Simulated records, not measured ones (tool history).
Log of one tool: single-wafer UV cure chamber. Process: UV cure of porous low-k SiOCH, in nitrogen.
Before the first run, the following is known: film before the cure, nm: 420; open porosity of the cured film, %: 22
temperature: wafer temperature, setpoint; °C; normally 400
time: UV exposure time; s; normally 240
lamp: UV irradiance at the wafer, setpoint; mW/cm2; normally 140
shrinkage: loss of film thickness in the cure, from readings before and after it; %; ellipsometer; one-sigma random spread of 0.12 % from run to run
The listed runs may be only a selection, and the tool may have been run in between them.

run   hour  temperature  time  lamp  shrinkage
  1    0.0          396   240   140     13.654
      33.5  -- quartz window cleaned
  2   64.1          396   240   140     13.508
  3  171.8          396   240   140     13.471
  4  275.6          400   165   140     11.466
  5  316.9          400   240   140     13.104
  6  369.8          400   240   140     13.098
  7  442.0          400   240   140     13.088
     472.3  -- quartz window cleaned
  8  501.7          400   240   140     13.074
  9  609.5          400   240   140     12.928
 10  659.3          400   205   151     12.485
     678.8  -- UV bulbs replaced
 11  753.0          400   240   140     14.416
 12  809.1          410   345   159     16.916
 13  848.2          382   155   176     12.829

Expected results for the next run?
 14  916.6          400   240   140          ?

Run 14 came out at shrinkage 14.243 %.
Take away the tool's hidden state, keep the run-to-run variation as it was, and the same run would have given shrinkage 14.432 %.
